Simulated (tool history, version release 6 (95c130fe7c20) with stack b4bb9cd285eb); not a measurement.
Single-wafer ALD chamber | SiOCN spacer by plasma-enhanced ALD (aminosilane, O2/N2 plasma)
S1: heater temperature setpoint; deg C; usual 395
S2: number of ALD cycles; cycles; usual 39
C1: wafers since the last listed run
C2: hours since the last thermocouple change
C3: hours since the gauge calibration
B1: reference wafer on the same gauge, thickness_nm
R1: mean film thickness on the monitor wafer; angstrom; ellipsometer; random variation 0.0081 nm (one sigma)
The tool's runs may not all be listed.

Run 1, hour 0: usual settings but S1 399 deg C, S2 42 cycles; C1 0; C2 2817.7; C3 328; B1 2.911. Result: R1 26.22 angstrom.
Run 2, hour 60.1: usual settings but S1 399 deg C, S2 42 cycles; C1 320; C2 2877.8; C3 388.1; B1 2.91. Result: R1 26.31 angstrom.
Run 3, hour 90.8: usual settings but S1 399 deg C, S2 42 cycles; C1 163; C2 2908.5; C3 418.8; B1 2.911. Result: R1 26.35 angstrom.
Run 4, hour 129.1: usual settings but S1 405 deg C; C1 204; C2 2946.8; C3 457.1; B1 2.911. Result: R1 24.11 angstrom.
Run 5, hour 174.4: usual settings but S1 405 deg C; C1 241; C2 2992.1; C3 502.4; B1 2.91. Result: R1 24.19 angstrom.
Run 6, hour 206.2: usual settings but S1 405 deg C; C1 169; C2 3023.9; C3 534.2; B1 2.909. Result: R1 24.07 angstrom.
Run 7, hour 231.4: usual settings but S1 401 deg C; C1 134; C2 3049.1; C3 559.4; B1 2.909. Result: R1 24.46 angstrom.
Run 8, hour 284: usual settings but S1 401 deg C; C1 280; C2 3101.7; C3 612; B1 2.912. Result: R1 24.57 angstrom.
At hour 383: gauge calibrated.
Run 9, hour 383.8: usual settings; C1 532; C2 3201.5; C3 0.8; B1 2.909. Result: R1 24.56 angstrom.
At hour 416.4: thermocouple changed; heater temperature recalibrated.
Run 10, hour 441: usual settings but S1 386 deg C, S2 46 cycles; C1 262; C2 24.6; C3 58; B1 2.91. Result: R1 28.79 angstrom.
Run 11, hour 468.2: usual settings but S1 399 deg C, S2 42 cycles; C1 145; C2 51.8; C3 85.2; B1 2.911. Result: R1 26.4 angstrom.
Run 12, hour 538.8: usual settings but S1 405 deg C; C1 376; C2 122.4; C3 155.8; B1 2.91. Result: R1 23.99 angstrom.
Run 13, hour 586: usual settings but S1 381 deg C, S2 35 cycles; C1 251; C2 169.6; C3 203; B1 2.91. Result: R1 22 angstrom.
Run 14, hour 627.3: usual settings but S1 409 deg C, S2 42 cycles; C1 220; C2 210.9; C3 244.3; B1 2.91. Result: R1 25.75 angstrom.
Run 15, hour 667.6: usual settings; C1 215; C2 251.2; C3 284.6; B1 2.912. Result: R1 24.6 angstrom.
Run 16, hour 733: usual settings but S1 406 deg C, S2 46 cycles; C1 348; C2 316.6; C3 350; B1 2.91. Result: R1 28.35 angstrom.
Run 17, hour 774.9: usual settings but S1 401 deg C, S2 37 cycles; C1 223; C2 358.5; C3 391.9; B1 2.909. Result: R1 23.22 angstrom.
Run 18, hour 821.5: usual settings but S1 407 deg C; C1 248; C2 405.1; C3 438.5; B1 2.911. Result: R1 23.97 angstrom.

5 ways to go on from here, each from the tool as it stands after run 18. What would each give?
Run A, hour 822: usual settings; C1 2; C2 405.6; C3 439; B1 ?. Result: R1 ?.
Run B, hour 822: usual settings but S1 410 deg C, S2 41 cycles; C1 2; C2 405.6; C3 439; B1 ?. Result: R1 ?.
Run C, hour 822: usual settings but S1 384 deg C, S2 46 cycles; C1 2; C2 405.6; C3 439; B1 ?. Result: R1 ?.
Run D, hour 822: usual settings but S1 404 deg C, S2 41 cycles; C1 2; C2 405.6; C3 439; B1 ?. Result: R1 ?.
Run E, hour 822: usual settings but S1 405 deg C, S2 43 cycles; C1 2; C2 405.6; C3 439; B1 ?. Result: R1 ?.

run     B1     R1
  A  2.908  24.47
  B  2.908  24.98
  C  2.908  28.87
  D  2.908  25.44
  E  2.908   26.6
Without the tool's hidden state the same runs would have given:
run     R1
  A  24.47
  B  24.98
  C  28.87
  D  25.44
  E   26.6
